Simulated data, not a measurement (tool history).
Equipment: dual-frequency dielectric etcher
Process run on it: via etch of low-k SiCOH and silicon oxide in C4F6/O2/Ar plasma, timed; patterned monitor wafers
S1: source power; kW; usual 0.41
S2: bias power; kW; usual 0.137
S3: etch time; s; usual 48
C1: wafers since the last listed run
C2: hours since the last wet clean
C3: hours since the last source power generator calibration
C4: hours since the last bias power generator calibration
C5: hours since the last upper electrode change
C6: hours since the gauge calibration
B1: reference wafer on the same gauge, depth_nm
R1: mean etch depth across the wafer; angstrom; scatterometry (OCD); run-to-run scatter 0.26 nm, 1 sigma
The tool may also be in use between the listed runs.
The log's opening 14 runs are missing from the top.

run	hour	S1	S2	S3	C1	C2	C3	C4	C5	C6	B1	R1
# hour 797.6: bias power generator calibrated
15	809	0.41	0.137	55	1199	289.5	3310.8	11.4	3918.2	1076.1	115	1503
# hour 851.7: source power generator calibrated
16	870.1	0.41	0.109	48	1052	350.6	18.4	72.5	3979.3	1137.2	115.1	1216
17	940.9	0.46	0.107	54	1304	421.4	89.2	143.3	4050.1	1208	114.9	1422
# hour 973: wet clean of the chamber
18	1011.3	0.34	0.165	58	854	38.3	159.6	213.7	4120.5	1278.4	115	1587
19	1069.6	0.41	0.123	41	1074	96.6	217.9	272	4178.8	1336.7	115.1	1097
20	1121.8	0.34	0.122	59	961	148.8	270.1	324.2	4231	1388.9	115.1	1456
# hour 1138.7: gauge calibrated
21	1160.8	0.41	0.137	48	718	187.8	309.1	363.2	4270	22.1	115	1323
22	1232.2	0.31	0.166	40	1315	259.2	380.5	434.6	4341.4	93.5	115.1	1040
# hour 1271.7: upper electrode replaced
23	1276.4	0.48	0.137	48	372	303.4	424.7	478.8	4.7	137.7	115	1396
24	1318.5	0.41	0.126	48	775	345.5	466.8	520.9	46.8	179.8	115	1279
# hour 1377.2: wet clean of the chamber
25	1390.4	0.41	0.137	48	882	13.2	538.7	592.8	118.7	251.7	115	1323
26	1422.7	0.47	0.137	56.5	595	45.5	571	625.1	151	284	115	1637
27	1492.2	0.32	0.117	57	1280	115	640.5	694.6	220.5	353.5	115	1346
28	1545.6	0.47	0.149	48	983	168.4	693.9	748	273.9	406.9	115	1421
29	1610.9	0.41	0.125	43.5	1203	233.7	759.2	813.3	339.2	472.2	115	1152
30	1640.1	0.36	0.137	54.5	538	262.9	788.4	842.5	368.4	501.4	115.1	1405

Consider 3 possible next runs. They are alternatives, not a sequence: every one starts from the tool as it was left by run 30. What does each give?
A	1640.5	0.41	0.112	48	7	263.3	788.8	842.9	368.8	501.8	?	?
B	1640.5	0.41	0.164	48	7	263.3	788.8	842.9	368.8	501.8	?	?
C	1640.5	0.41	0.115	48	7	263.3	788.8	842.9	368.8	501.8	?	?

run	B1	R1
A	115	1225
B	115	1380
C	115	1235
Take away the tool's hidden state, keep each run's random variation, and the runs would have read:
run	R1
A	1254
B	1414
C	1264
